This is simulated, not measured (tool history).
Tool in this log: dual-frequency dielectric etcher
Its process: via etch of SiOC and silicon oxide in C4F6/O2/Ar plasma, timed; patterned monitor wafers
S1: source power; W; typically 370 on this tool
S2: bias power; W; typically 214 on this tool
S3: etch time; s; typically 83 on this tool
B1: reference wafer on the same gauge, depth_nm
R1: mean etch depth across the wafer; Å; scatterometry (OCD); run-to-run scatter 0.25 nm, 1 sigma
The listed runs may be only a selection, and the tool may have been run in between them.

run     day   S1   S2    S3    B1    R1
  1       0  340  214    83  79.6   903
      2.421  -- wet clean of the chamber
  2   2.442  370  214    83  79.6   932
  3   4.129  370  200    83  79.6   916
  4   6.046  370  200    83  79.6   913
  5   7.408  370  200    83  79.6   912
  6   9.358  300  214  89.5  79.7   923
  7  10.533  370  214    83  79.7   938
     16.842  -- bias power generator calibrated
  8  18.646  370  214    83  79.9   940
     20.592  -- wet clean of the chamber
  9  20.612  420  214  74.5  79.8   889
     25.104  -- upper electrode replaced
 10  25.588  420  214  74.5  79.9   890
 11  28.446  420  214  74.5    80   885
 12  31.333  370  214    83  80.2   944
 13  33.171  410  258    95  80.2  1205
 14   34.95  420  214    83  80.2   993
     37.612  -- wet clean of the chamber
 15  37.633  370  255  71.5  80.3   869
 16  38.446  370  200    83  80.3   919
 17  41.117  370  200    83  80.3   920
 18  43.292  370  230    83  80.4   972
 19  44.858  370  214    83  80.5   943
 20  46.912  330  186    62  80.6   636
 21  48.488  300  214    64  80.6   672
     49.121  -- gauge calibrated
     50.433  -- source power generator calibrated
 22  50.825  300  214    98  79.3  1006
 23  53.438  370  214  66.5  79.4   745
     55.212  -- wet clean of the chamber
 24  55.771  370  214    83  79.3   930
 25  57.383  370  191    83  79.4   893
 26  59.746  450  182    83  79.4   951
 27  62.725  290  193    63  79.4   612
 28  65.046  370  171  91.5  79.4   938
 29  67.133  430  257    63  79.3   814

Below are 5 alternative next runs, each starting from the tool's condition after run 29. Predict each:
  A  67.15  370  235     83   ?   ?
  B  67.15  340  249  104.5   ?   ?
  C  67.15  440  161     83   ?   ?
  D  67.15  290  214     61   ?   ?
  E  67.15  370  214     92   ?   ?

run    B1    R1
  A  79.4   967
  B  79.4  1202
  C  79.4   897
  D  79.4   617
  E  79.4  1033
With no hidden state in the tool, these same runs would have given:
run    R1
  A   966
  B  1202
  C   897
  D   617
  E  1032
